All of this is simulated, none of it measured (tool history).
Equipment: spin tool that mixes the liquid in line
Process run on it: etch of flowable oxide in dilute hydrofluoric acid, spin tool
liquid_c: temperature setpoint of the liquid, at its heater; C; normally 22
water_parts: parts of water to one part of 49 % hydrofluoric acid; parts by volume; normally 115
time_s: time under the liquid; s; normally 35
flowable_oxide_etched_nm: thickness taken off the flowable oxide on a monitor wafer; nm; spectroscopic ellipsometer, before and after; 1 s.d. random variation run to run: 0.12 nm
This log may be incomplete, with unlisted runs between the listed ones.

run	day	liquid_c	water_parts	time_s	read-back film thickness of the flowable oxide reference wafer, read on the same gauge (nm)	flowable_oxide_etched_nm
1	0	22	115	35	80	13.55
2	1.142	22	115	35	80	13.59
3	3.612	22	115	35	80.02	13.55
4	4.229	22	115	35	79.99	13.55
5	5.533	22	115	35	80	13.27
6	6.158	22	115	35	80	13.59
7	7.312	22	115	50	79.98	19.42
# day 7.908: thermometer replaced
8	8.704	22	115	50	79.98	17.93
9	9.829	22	115	35	80.02	12.5
10	10.646	22	155	35	80	8.92
11	11.617	22	155	35	80.01	8.85
12	12.562	22	115	35	79.97	12.52
13	13.117	22	115	35	80.02	12.76
# day 14.45: hydrofluoric acid flow meter replaced
14	14.575	20	155	35	80.01	8.24
15	15.329	23.5	85	20	80	10.63
# day 16.354: gauge calibrated
16	16.4	20	60	20	79.99	13.63
17	17.862	19.5	115	30	80.02	9.84
18	18.471	25.5	160	35	79.96	9.84
19	19.479	22	115	35	80.02	12.52
20	20.608	25.5	160	35	80.01	9.82
21	21.6	22	75	35	79.94	20.2
22	22.846	22	115	20	79.99	7.21
23	26.404	20	155	35	79.99	8.41
24	27.117	20	175	40	79.96	8.17
25	28.175	19	70	55	79.99	30.32
26	29.067	22	115	35	79.97	12.54
27	29.771	19.5	115	55	80.04	17.93
28	30.971	17	115	35	80.03	10.44
29	32.283	19	115	55	80.03	17.78
30	32.854	22	115	35	79.95	12.83
31	33.421	22	95	50	80.01	22.07
32	34.354	22	115	35	80.02	12.63
33	35.4	22	115	35	79.99	12.7
34	36.896	22	115	35	79.97	12.64

Measured less the same run without the tool's hidden state. The same run-to-run variation is in both; the gauge's scatter may not be:
The hidden state here: liquid hotter than its thermometer reads (K); hydrofluoric acid flow below the setpoint (%); gauge reads high (%).
run	flowable_oxide_etched_nm
1	+1.18
2	+1.2
3	+1.23
4	+1.24
5	+1.23
6	+1.26
7	+1.83
8	+0.13
9	+0.1
10	+0.08
11	+0.08
12	+0.14
13	+0.15
14	+0.11
15	+0.15
16	+0.22
17	+0.17
18	+0.17
19	+0.24
20	+0.18
21	+0.44
22	+0.16
23	+0.22
24	+0.22
25	+0.9
26	+0.37
27	+0.55
28	+0.35
29	+0.6
30	+0.43
31	+0.76
32	+0.44
33	+0.46
34	+0.48
